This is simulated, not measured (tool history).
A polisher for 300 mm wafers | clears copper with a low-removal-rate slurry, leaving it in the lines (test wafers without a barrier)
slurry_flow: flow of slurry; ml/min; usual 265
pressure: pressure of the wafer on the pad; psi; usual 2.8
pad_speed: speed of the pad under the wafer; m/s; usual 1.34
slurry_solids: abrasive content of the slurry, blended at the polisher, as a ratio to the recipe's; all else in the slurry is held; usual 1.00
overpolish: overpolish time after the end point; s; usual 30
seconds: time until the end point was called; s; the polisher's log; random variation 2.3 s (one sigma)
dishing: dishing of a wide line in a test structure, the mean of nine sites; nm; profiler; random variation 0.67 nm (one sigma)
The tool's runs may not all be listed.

run    hour  slurry_flow  pressure  pad_speed  slurry_solids  overpolish  wafers since the last listed run  wafers polished on this pad  hours since the slurry nozzle was cleaned  hours since the head pressure was calibrated  hours since the slurry blender was calibrated  incoming thickness of the incoming film, nm  seconds  dishing
  1     0.0          265       2.8       1.34           1.00          30                                 0                          996                                       72.0                                         585.9                                          208.5                                        562.3    138.3     36.0
  2   104.9          265       2.8       1.12           1.00          30                               963                         1960                                      176.9                                         690.8                                          313.4                                        566.7    166.8     36.0
  3   152.9          265       2.8       1.34           1.00          41                               440                         2401                                      224.9                                         738.8                                          361.4                                        564.5    143.0     38.7
      162.5  -- slurry blender recalibrated
  4   201.9          265       2.8       1.34           1.00          30                               431                         2833                                      273.9                                         787.8                                           39.4                                        565.5    145.4     36.9
      270.3  -- worn pad replaced by a new one
  5   292.0          265       2.8       1.34           1.00          30                               791                          199                                      364.0                                         877.9                                          129.5                                        571.1    130.3     37.1
      361.0  -- head pressure recalibrated
      371.8  -- slurry nozzle cleaned
  6   392.1          265       2.8       1.34           1.00          30                               892                         1091                                       20.3                                          31.1                                          229.6                                        560.3    147.4     36.4
  7   457.6          225       2.8       1.34           1.00          43                               601                         1693                                       85.8                                          96.6                                          295.1                                        569.7    148.6     38.5
  8   516.0          225       2.8       1.34           1.00          43                               536                         2229                                      144.2                                         155.0                                          353.5                                        561.0    154.4     37.6
      535.0  -- slurry blender recalibrated
  9   583.6          225       2.8       1.34           1.00          43                               602                         2832                                      211.8                                         222.6                                           48.6                                        564.5    158.5     38.0
      674.5  -- worn pad replaced by a new one
 10   736.8          265       2.8       1.34           1.00          30                              1370                          572                                      365.0                                         375.8                                          201.8                                        566.5    144.3     36.0
 11   820.2          265       2.8       1.34           1.00          30                               766                         1338                                      448.4                                         459.2                                          285.2                                        575.8    147.7     35.8
      831.8  -- slurry nozzle cleaned
 12   900.7          265       2.8       1.34           1.00          30                               730                         2069                                       68.9                                         539.7                                          365.7                                        554.4    147.7     35.7
      934.7  -- slurry blender recalibrated
 13   996.6          225       2.8       1.34           1.00          43                               862                         2932                                      164.8                                         635.6                                           61.9                                        566.7    153.7     37.8
     1048.0  -- worn pad replaced by a new one
 14  1096.7          265       3.6       1.34           0.75          30                               882                          447                                      264.9                                         735.7                                          162.0                                        564.8    116.3     37.4
 15  1152.3          210       2.8       1.68           0.80          13                               510                          958                                      320.5                                         791.3                                          217.6                                        568.0    124.4     27.9
 16  1200.2          265       2.8       0.90           1.00          44                               440                         1398                                      368.4                                         839.2                                          265.5                                        559.7    208.7     35.1
     1203.5  -- head pressure recalibrated
     1282.1  -- slurry nozzle cleaned
 17  1288.7          265       2.8       0.98           1.00          30                               785                         2184                                        6.6                                          85.2                                          354.0                                        558.5    199.6     32.4
 18  1350.2          265       2.8       1.34           1.00          30                               565                         2749                                       68.1                                         146.7                                          415.5                                        561.0    150.2     36.2
     1362.6  -- slurry blender recalibrated
 19  1414.4          265       2.8       1.34           1.00          30                               571                         3320                                      132.3                                         210.9                                           51.8                                        559.6    150.2     35.2
     1495.8  -- worn pad replaced by a new one
 20  1520.5          265       3.6       0.94           1.00          30                               938                          226                                      238.4                                         317.0                                          157.9                                        567.2    162.8     35.9
 21  1572.0          350       3.3       0.92           1.00          44                               473                          699                                      289.9                                         368.5                                          209.4                                        561.3    172.9     36.8
     1696.3  -- slurry nozzle cleaned
 22  1750.0          265       2.8       1.34           1.00          30                              1626                         2326                                       53.7                                         546.5                                          387.4                                        561.1    140.1     34.9
 23  1815.9          265       2.8       1.34           1.00          30                               605                         2931                                      119.6                                         612.4                                          453.3                                        561.8    145.6     35.9
     1826.6  -- slurry blender recalibrated
 24  1915.3          265       2.8       1.80           1.00          30                               894                         3826                                      219.0                                         711.8                                           88.7                                        564.7    115.5     38.6
     1929.9  -- worn pad replaced by a new one
 25  2020.7          300       2.3       1.34           1.00          41                               931                          834                                      324.4                                         817.2                                          194.1                                        558.1    149.9     37.0

What the log doesn't show, run by run:
slurry flow missing at the pad, %: 0 in every run
abrasive missing from the slurry, %: 0 in every run
H1: removal rate lost through wear of the pad, %
H2: deviation of the head's pressure from its setpoint, %
run    H1      H2
  1  3.34    4.15
  2  6.46    5.69
  3  7.88    6.48
  4  9.34    7.34
  5  2.42    9.06
  6  5.39   -1.02
  7  7.34  -0.921
  8  9.07  -0.752
  9  11.1  -0.459
 10  5.03   0.596
 11  7.51     1.4
 12   9.9    2.32
 13  12.7    3.62
 14  3.58     5.2
 15  5.23    6.17
 16  6.65    7.07
 17  9.28    1.97
 18  11.1    2.13
 19    13     2.4
 20  1.98    3.04
 21  3.51    3.45
 22   8.8    5.32
 23  10.8     6.2
 24  13.7    7.71
 25  2.98    9.57

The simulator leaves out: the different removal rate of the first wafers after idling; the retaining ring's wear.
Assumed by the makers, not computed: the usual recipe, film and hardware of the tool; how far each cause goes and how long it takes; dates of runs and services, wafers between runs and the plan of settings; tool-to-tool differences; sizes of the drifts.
